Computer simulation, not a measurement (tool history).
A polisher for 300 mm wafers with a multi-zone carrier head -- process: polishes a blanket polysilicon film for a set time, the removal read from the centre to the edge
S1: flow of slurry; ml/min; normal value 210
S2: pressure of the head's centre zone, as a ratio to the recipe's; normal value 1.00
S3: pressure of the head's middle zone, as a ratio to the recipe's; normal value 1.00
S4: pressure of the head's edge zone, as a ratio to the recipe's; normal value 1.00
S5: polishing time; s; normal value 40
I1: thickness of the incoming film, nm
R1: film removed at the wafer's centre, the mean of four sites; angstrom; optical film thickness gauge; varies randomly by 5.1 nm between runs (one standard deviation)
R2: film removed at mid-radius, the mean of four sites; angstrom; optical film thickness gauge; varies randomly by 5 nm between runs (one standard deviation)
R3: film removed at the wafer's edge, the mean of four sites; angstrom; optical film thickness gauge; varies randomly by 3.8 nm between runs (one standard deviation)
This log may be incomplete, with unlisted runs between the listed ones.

| run | hour | S1 | S2 | S3 | S4 | S5 | I1 | R1 | R2 | R3 |
|---|---|---|---|---|---|---|---|---|---|---|
| 1 | 0.0 | 210 | 1.00 | 1.00 | 1.00 | 40 | 1415.6 | 4252 | 4157 | 4332 |
|  | 5.4 | worn pad replaced by a new one |
| 2 | 7.1 | 210 | 1.00 | 1.00 | 1.00 | 33 | 1394.1 | 3461 | 3542 | 3533 |
| 3 | 13.4 | 235 | 1.00 | 1.00 | 0.91 | 40 | 1375.1 | 4460 | 4284 | 4116 |
| 4 | 27.9 | 235 | 1.00 | 1.00 | 0.91 | 40 | 1431.6 | 4288 | 4370 | 4069 |
| 5 | 38.4 | 235 | 1.00 | 1.00 | 0.91 | 40 | 1403.1 | 4366 | 4350 | 4147 |
| 6 | 47.4 | 210 | 1.00 | 1.03 | 1.00 | 40 | 1399.0 | 4129 | 4370 | 4226 |
| 7 | 55.7 | 210 | 1.00 | 1.03 | 1.00 | 40 | 1393.3 | 4230 | 4363 | 4279 |
|  | 76.3 | worn pad replaced by a new one |
| 8 | 93.1 | 210 | 1.00 | 1.00 | 1.00 | 40 | 1396.6 | 4275 | 4195 | 4349 |
| 9 | 102.2 | 210 | 1.00 | 1.00 | 1.00 | 40 | 1411.3 | 4253 | 4327 | 4199 |
|  | 126.2 | slurry nozzle cleaned |
|  | 147.1 | worn pad replaced by a new one |
| 10 | 150.8 | 210 | 1.00 | 1.00 | 1.00 | 40 | 1398.4 | 4222 | 4268 | 4303 |
|  | 161.4 | centre zone pressure recalibrated |
| 11 | 161.9 | 210 | 1.00 | 1.00 | 1.00 | 40 | 1409.0 | 4325 | 4183 | 4253 |
| 12 | 174.5 | 210 | 1.00 | 1.04 | 1.00 | 40 | 1413.8 | 4227 | 4317 | 4273 |
| 13 | 181.9 | 170 | 1.00 | 1.00 | 1.00 | 40 | 1415.4 | 4141 | 4094 | 4165 |
|  | 187.3 | edge zone pressure recalibrated |
|  | 194.2 | carrier head's membrane replaced by a new one |
| 14 | 194.7 | 210 | 1.00 | 1.00 | 1.11 | 27 | 1419.9 | 2901 | 2903 | 3050 |
| 15 | 197.7 | 210 | 1.00 | 1.00 | 1.00 | 35 | 1391.8 | 3723 | 3692 | 3721 |
| 16 | 214.3 | 210 | 1.00 | 1.00 | 1.00 | 40 | 1368.0 | 4281 | 4243 | 4279 |
|  | 227.8 | worn pad replaced by a new one |
| 17 | 228.3 | 210 | 1.00 | 1.00 | 1.00 | 53 | 1397.8 | 5531 | 5652 | 5680 |
| 18 | 251.2 | 210 | 1.12 | 1.00 | 1.00 | 35 | 1408.1 | 4153 | 3618 | 3758 |
| 19 | 261.9 | 210 | 0.90 | 1.00 | 1.00 | 40 | 1378.7 | 3856 | 4172 | 4313 |
| 20 | 272.1 | 270 | 0.95 | 0.89 | 1.11 | 40 | 1374.7 | 4132 | 4049 | 4639 |
| 21 | 279.4 | 210 | 1.07 | 1.00 | 1.00 | 53 | 1386.1 | 5985 | 5602 | 5728 |
|  | 288.1 | worn pad replaced by a new one |
| 22 | 296.1 | 210 | 1.00 | 1.00 | 1.00 | 40 | 1383.7 | 4234 | 4169 | 4317 |
| 23 | 302.4 | 210 | 1.00 | 0.92 | 0.94 | 34 | 1409.2 | 3595 | 3296 | 3527 |

What if the next run were any one of these 3? Each begins from the tool's condition after run 23:
| A | 302.8 | 210 | 1.06 | 1.00 | 1.00 | 40 | 1405.2 | ? | ? | ? |
| B | 302.8 | 210 | 1.06 | 1.00 | 0.95 | 40 | 1405.2 | ? | ? | ? |
| C | 302.8 | 160 | 0.89 | 1.00 | 1.00 | 40 | 1405.2 | ? | ? | ? |

| run | R1 | R2 | R3 |
|---|---|---|---|
| A | 4645 | 4191 | 4216 |
| B | 4645 | 4191 | 4114 |
| C | 3687 | 3993 | 4066 |
Take away the tool's hidden state, keep each run's random variation, and the runs would have read:
| run | R1 | R2 | R3 |
|---|---|---|---|
| A | 4645 | 4191 | 4216 |
| B | 4645 | 4191 | 4114 |
| C | 3687 | 3993 | 4066 |
